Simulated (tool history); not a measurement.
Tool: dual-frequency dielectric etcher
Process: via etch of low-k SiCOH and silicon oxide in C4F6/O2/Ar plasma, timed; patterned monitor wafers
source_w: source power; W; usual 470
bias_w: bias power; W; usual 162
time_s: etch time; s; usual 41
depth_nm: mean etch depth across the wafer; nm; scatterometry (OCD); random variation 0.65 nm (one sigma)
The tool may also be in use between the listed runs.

run	hour	source_w	bias_w	time_s	read-back reference wafer on the same gauge, depth_nm	depth_nm
1	0	470	136	41	108	110
2	15.6	470	162	41	107.9	115.6
3	36.4	470	162	33.5	108.1	93.2
4	124.9	470	162	33.5	108	93.2
5	143.1	470	162	33.5	108	92.2
6	156.8	470	162	41	107.9	112.8
7	191.9	470	162	41	108	113.4
8	225.4	470	162	41	107.9	112.1
9	258.9	470	180	41	107.9	115.4
10	301.1	470	162	41	108	112
11	324.2	470	195	44.5	108	127.9
12	412.1	410	162	41	108.1	106.7
13	445.9	430	162	34.5	107.9	92.2
14	460.7	470	162	44.5	108	120.6
15	476.1	500	162	32.5	108.1	88.4
16	488.5	510	162	41	108	115.2
17	503.3	470	162	41	107.8	110.9
18	530.6	410	177	51	108	134.9
19	577.1	470	162	53	108.2	145.8
20	577.4	400	162	41	107.9	108.6
21	610.4	370	185	36	108.2	96.2
22	626.9	470	162	48	108.1	132.6
23	641.1	540	162	41	108	119.1
24	668.4	470	162	41	108	115.1
25	696.8	520	142	45.5	108.1	126.9
26	729.3	470	162	41	108	114.1
27	755.7	470	162	41	107.9	113.4
28	786.8	370	145	32	108.1	80.8
29	821.1	550	162	41	108.1	119

Taken out of this log: 5 entries between the listed runs. Where each belongs, and how the hidden state differs across it:
Between runs 8 and 9: source power generator calibrated (hour 234.2)
  etch rate over this chamber's usual, %: -1.57 -> -1.76
  measured less the result without the state, depth_nm: -1.8 -> -2 nm
Between runs 9 and 10: upper electrode replaced (hour 300.6)
  etch rate over this chamber's usual, %: -1.76 -> -2
  measured less the result without the state, depth_nm: -2 -> -2.3 nm
Between runs 11 and 12: bias power generator calibrated (hour 371.1)
  etch rate over this chamber's usual, %: -2.14 -> -2.64
  measured less the result without the state, depth_nm: -2.7 -> -2.9 nm
Between runs 12 and 13: gauge calibrated (hour 417.7)
  etch rate over this chamber's usual, %: -2.64 -> -2.84
  measured less the result without the state, depth_nm: -2.9 -> -2.7 nm
Between runs 18 and 19: wet clean of the chamber (hour 576.6)
  etch rate over this chamber's usual, %: -3.32 -> -0.0809
  measured less the result without the state, depth_nm: -4.6 -> -0.1 nm

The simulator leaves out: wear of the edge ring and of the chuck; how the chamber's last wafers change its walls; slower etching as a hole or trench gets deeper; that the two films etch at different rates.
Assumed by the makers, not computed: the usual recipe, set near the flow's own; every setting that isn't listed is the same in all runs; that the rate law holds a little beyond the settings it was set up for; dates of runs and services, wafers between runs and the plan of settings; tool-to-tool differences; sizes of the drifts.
